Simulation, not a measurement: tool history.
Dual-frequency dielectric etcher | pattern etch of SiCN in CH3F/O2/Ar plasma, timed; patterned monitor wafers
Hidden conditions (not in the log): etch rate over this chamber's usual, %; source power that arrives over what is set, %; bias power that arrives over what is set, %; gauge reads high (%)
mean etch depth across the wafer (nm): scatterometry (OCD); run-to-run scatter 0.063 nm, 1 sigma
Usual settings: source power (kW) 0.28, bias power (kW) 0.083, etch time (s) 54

| run | day | source power (kW) | bias power (kW) | etch time (s) | wafers since the last listed run | hours since the last wet clean | hours since the last source power generator calibration | hours since the last bias power generator calibration | hours since the last upper electrode change | hours since the gauge calibration | read-back reference wafer on the same gauge, depth_nm | mean etch depth across the wafer (nm) |
|---|---|---|---|---|---|---|---|---|---|---|---|---|
| 1 | 0 | 0.28 | 0.083 | 44 | 0 | 189.3 | 4439.7 | 4892 | 2096.4 | 516.8 | 18.71 | 15.09 |
| 2 | 1.283 | 0.28 | 0.083 | 44 | 423 | 220.1 | 4470.5 | 4922.8 | 2127.2 | 547.6 | 18.73 | 14.99 |
|  | 1.833 | source power generator calibrated |
|  | 3.879 | upper electrode replaced, of another model than before |
| 3 | 4.25 | 0.28 | 0.083 | 54 | 593 | 291.3 | 58 | 4994 | 8.9 | 618.8 | 18.71 | 18.48 |
|  | 5.271 | gauge calibrated |
| 4 | 5.633 | 0.28 | 0.083 | 54 | 456 | 324.5 | 91.2 | 5027.2 | 42.1 | 8.7 | 18.69 | 18.48 |
| 5 | 6.142 | 0.28 | 0.083 | 54 | 167 | 336.7 | 103.4 | 5039.4 | 54.3 | 20.9 | 18.71 | 18.49 |
| 6 | 6.688 | 0.28 | 0.097 | 54 | 180 | 349.8 | 116.5 | 5052.5 | 67.4 | 34 | 18.7 | 19.03 |
| 7 | 7.65 | 0.28 | 0.097 | 54 | 317 | 372.9 | 139.6 | 5075.6 | 90.5 | 57.1 | 18.7 | 18.99 |
| 8 | 8.75 | 0.28 | 0.083 | 42 | 362 | 399.3 | 166 | 5102 | 116.9 | 83.5 | 18.7 | 14.43 |
|  | 10.175 | bias power generator calibrated |
| 9 | 10.196 | 0.28 | 0.083 | 42 | 422 | 434 | 200.7 | 0.5 | 151.6 | 118.2 | 18.73 | 14.43 |
| 10 | 10.888 | 0.3 | 0.072 | 54 | 228 | 450.6 | 217.3 | 17.1 | 168.2 | 134.8 | 18.7 | 18.95 |
| 11 | 12.062 | 0.22 | 0.073 | 65.5 | 387 | 478.8 | 245.5 | 45.3 | 196.4 | 163 | 18.7 | 17.37 |
| 12 | 12.829 | 0.28 | 0.083 | 54 | 252 | 497.2 | 263.9 | 63.7 | 214.8 | 181.4 | 18.7 | 18.58 |
| 13 | 13.667 | 0.31 | 0.095 | 41.5 | 276 | 517.3 | 284 | 83.8 | 234.9 | 201.5 | 18.68 | 15.78 |
| 14 | 14.762 | 0.28 | 0.083 | 54 | 361 | 543.6 | 310.3 | 110.1 | 261.2 | 227.8 | 18.72 | 18.46 |
| 15 | 15.5 | 0.28 | 0.083 | 47.5 | 243 | 561.3 | 328 | 127.8 | 278.9 | 245.5 | 18.7 | 16.31 |
| 16 | 16.2 | 0.25 | 0.074 | 48 | 230 | 578.1 | 344.8 | 144.6 | 295.7 | 262.3 | 18.7 | 14.62 |
| 17 | 17.254 | 0.22 | 0.077 | 67.5 | 347 | 603.4 | 370.1 | 169.9 | 321 | 287.6 | 18.68 | 18.14 |
| 18 | 18.575 | 0.26 | 0.064 | 39 | 435 | 635.1 | 401.8 | 201.6 | 352.7 | 319.3 | 18.7 | 12.09 |
| 19 | 19.642 | 0.28 | 0.096 | 54 | 351 | 660.7 | 427.4 | 227.2 | 378.3 | 344.9 | 18.69 | 19.16 |
|  | 22.217 | wet clean of the chamber |
| 20 | 22.279 | 0.28 | 0.083 | 54 | 540 | 1.5 | 490.7 | 290.5 | 441.6 | 408.2 | 18.71 | 18.3 |
| 21 | 23.208 | 0.28 | 0.098 | 54 | 306 | 23.8 | 513 | 312.8 | 463.9 | 430.5 | 18.71 | 18.81 |
| 22 | 24.471 | 0.28 | 0.083 | 42.5 | 416 | 54.1 | 543.3 | 343.1 | 494.2 | 460.8 | 18.7 | 14.44 |
| 23 | 25.733 | 0.28 | 0.1 | 46.5 | 416 | 84.4 | 573.6 | 373.4 | 524.5 | 491.1 | 18.71 | 16.42 |
| 24 | 26.254 | 0.28 | 0.083 | 42 | 171 | 96.9 | 586.1 | 385.9 | 537 | 503.6 | 18.7 | 14.18 |
| 25 | 27.062 | 0.26 | 0.077 | 54 | 266 | 116.3 | 605.5 | 405.3 | 556.4 | 523 | 18.7 | 16.99 |
| 26 | 28.204 | 0.28 | 0.091 | 54 | 376 | 143.7 | 632.9 | 432.7 | 583.8 | 550.4 | 18.71 | 18.66 |
| 27 | 28.908 | 0.34 | 0.077 | 50 | 232 | 160.6 | 649.8 | 449.6 | 600.7 | 567.3 | 18.69 | 19.31 |
| 28 | 31.042 | 0.28 | 0.1 | 46.5 | 703 | 211.8 | 701 | 500.8 | 651.9 | 618.5 | 18.71 | 16.45 |
| 29 | 32.062 | 0.28 | 0.083 | 41.5 | 336 | 236.3 | 725.5 | 525.3 | 676.4 | 643 | 18.71 | 14.12 |
| 30 | 33.067 | 0.28 | 0.068 | 68 | 331 | 260.4 | 749.6 | 549.4 | 700.5 | 667.1 | 18.71 | 22.34 |

Hidden state at the last listed run before each entry between runs and at the first one after, where it differs:
Between runs 2 and 3: source power generator calibrated (day 1.833); upper electrode replaced, of another model than before (day 3.879)
  etch rate over this chamber's usual, %: 0.658 -> 0.869
  measured result minus the result with no hidden state, mean etch depth across the wafer (nm): +0.09 -> +0.16
Between runs 3 and 4: gauge calibrated (day 5.271)
  etch rate over this chamber's usual, %: 0.869 -> 0.967
  measured result minus the result with no hidden state, mean etch depth across the wafer (nm): +0.16 -> +0.17
Between runs 8 and 9: bias power generator calibrated (day 10.175)
  etch rate over this chamber's usual, %: 1.19 -> 1.29
  measured result minus the result with no hidden state, mean etch depth across the wafer (nm): +0.17 -> +0.18
Between runs 19 and 20: wet clean of the chamber (day 22.217)
  etch rate over this chamber's usual, %: 1.96 -> 0.204
  measured result minus the result with no hidden state, mean etch depth across the wafer (nm): +0.37 -> +0.04

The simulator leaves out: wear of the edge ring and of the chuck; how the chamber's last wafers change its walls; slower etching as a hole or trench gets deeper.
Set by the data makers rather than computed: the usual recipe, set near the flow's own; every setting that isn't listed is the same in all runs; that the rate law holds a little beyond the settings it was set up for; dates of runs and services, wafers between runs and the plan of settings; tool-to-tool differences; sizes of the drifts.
